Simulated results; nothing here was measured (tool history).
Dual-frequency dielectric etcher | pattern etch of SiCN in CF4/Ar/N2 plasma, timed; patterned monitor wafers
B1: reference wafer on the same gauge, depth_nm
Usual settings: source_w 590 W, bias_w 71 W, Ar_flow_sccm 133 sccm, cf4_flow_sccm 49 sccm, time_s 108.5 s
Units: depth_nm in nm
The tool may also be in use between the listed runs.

run 1 day=0 | source_w=660 bias_w=71 Ar_flow_sccm=155 cf4_flow_sccm=49 time_s=108.5 | B1=88.9 | depth_nm=113.5
run 2 day=0.6 | source_w=660 bias_w=71 Ar_flow_sccm=155 cf4_flow_sccm=49 time_s=108.5 | B1=89.2 | depth_nm=114.6
run 3 day=1.2 | source_w=560 bias_w=71 Ar_flow_sccm=133 cf4_flow_sccm=49 time_s=108.5 | B1=89.1 | depth_nm=100.6
run 4 day=1.617 | source_w=560 bias_w=71 Ar_flow_sccm=133 cf4_flow_sccm=49 time_s=108.5 | B1=88.9 | depth_nm=101
run 5 day=1.938 | source_w=590 bias_w=71 Ar_flow_sccm=133 cf4_flow_sccm=49 time_s=108.5 | B1=89 | depth_nm=106.7
-- day=2.488 bias power generator calibrated
run 6 day=2.558 | source_w=590 bias_w=71 Ar_flow_sccm=133 cf4_flow_sccm=49 time_s=108.5 | B1=89 | depth_nm=105.7
run 7 day=2.846 | source_w=590 bias_w=71 Ar_flow_sccm=133 cf4_flow_sccm=49 time_s=108.5 | B1=89.1 | depth_nm=106.8
-- day=3.304 source power generator calibrated
-- day=3.767 Ar flow controller replaced
-- day=3.808 CF4 flow controller replaced
-- day=4.633 wet clean of the chamber
run 8 day=4.654 | source_w=590 bias_w=71 Ar_flow_sccm=133 cf4_flow_sccm=49 time_s=108.5 | B1=89 | depth_nm=100.6
run 9 day=4.667 | source_w=590 bias_w=71 Ar_flow_sccm=133 cf4_flow_sccm=49 time_s=96.5 | B1=88.9 | depth_nm=90.4
run 10 day=4.683 | source_w=660 bias_w=71 Ar_flow_sccm=155 cf4_flow_sccm=49 time_s=108.5 | B1=88.9 | depth_nm=108.4
run 11 day=5.212 | source_w=590 bias_w=84 Ar_flow_sccm=155 cf4_flow_sccm=49 time_s=122.5 | B1=89 | depth_nm=118.8
-- day=5.683 gauge calibrated
run 12 day=5.921 | source_w=590 bias_w=79 Ar_flow_sccm=133 cf4_flow_sccm=49 time_s=76.5 | B1=88.9 | depth_nm=74.1
run 13 day=6.242 | source_w=590 bias_w=71 Ar_flow_sccm=149 cf4_flow_sccm=49 time_s=125 | B1=89.2 | depth_nm=114.1
-- day=7.512 upper electrode replaced
run 14 day=7.533 | source_w=590 bias_w=71 Ar_flow_sccm=133 cf4_flow_sccm=49 time_s=108.5 | B1=89.1 | depth_nm=101.1
run 15 day=7.55 | source_w=590 bias_w=86 Ar_flow_sccm=121 cf4_flow_sccm=49 time_s=81.5 | B1=88.9 | depth_nm=84.6
run 16 day=7.833 | source_w=590 bias_w=87 Ar_flow_sccm=133 cf4_flow_sccm=49 time_s=108.5 | B1=88.9 | depth_nm=110.3
run 17 day=8.454 | source_w=590 bias_w=71 Ar_flow_sccm=133 cf4_flow_sccm=49 time_s=108.5 | B1=89 | depth_nm=101.3
run 18 day=9.05 | source_w=590 bias_w=77 Ar_flow_sccm=133 cf4_flow_sccm=38 time_s=108.5 | B1=89.2 | depth_nm=102.1
run 19 day=9.767 | source_w=590 bias_w=71 Ar_flow_sccm=151 cf4_flow_sccm=59 time_s=108.5 | B1=89 | depth_nm=102.2
run 20 day=10.192 | source_w=590 bias_w=71 Ar_flow_sccm=133 cf4_flow_sccm=43 time_s=108.5 | B1=89 | depth_nm=99.6
run 21 day=10.929 | source_w=590 bias_w=76 Ar_flow_sccm=108 cf4_flow_sccm=49 time_s=108.5 | B1=88.9 | depth_nm=109.5

Forecast each of these 4 alternatives for the next run:
run A day=10.946 | source_w=590 bias_w=71 Ar_flow_sccm=133 cf4_flow_sccm=49 time_s=108.5 | B1=? | depth_nm=?
run B day=10.946 | source_w=710 bias_w=61 Ar_flow_sccm=133 cf4_flow_sccm=49 time_s=108.5 | B1=? | depth_nm=?
run C day=10.946 | source_w=680 bias_w=71 Ar_flow_sccm=124 cf4_flow_sccm=55 time_s=91 | B1=? | depth_nm=?
run D day=10.946 | source_w=520 bias_w=71 Ar_flow_sccm=133 cf4_flow_sccm=44 time_s=124.5 | B1=? | depth_nm=?

run=A B1=89 depth_nm=101.3
run=B B1=89 depth_nm=113.3
run=C B1=89 depth_nm=100.5
run=D B1=89 depth_nm=101.4
Without the tool's hidden state the same runs would have given:
run=A depth_nm=100.8
run=B depth_nm=112.8
run=C depth_nm=100.1
run=D depth_nm=101
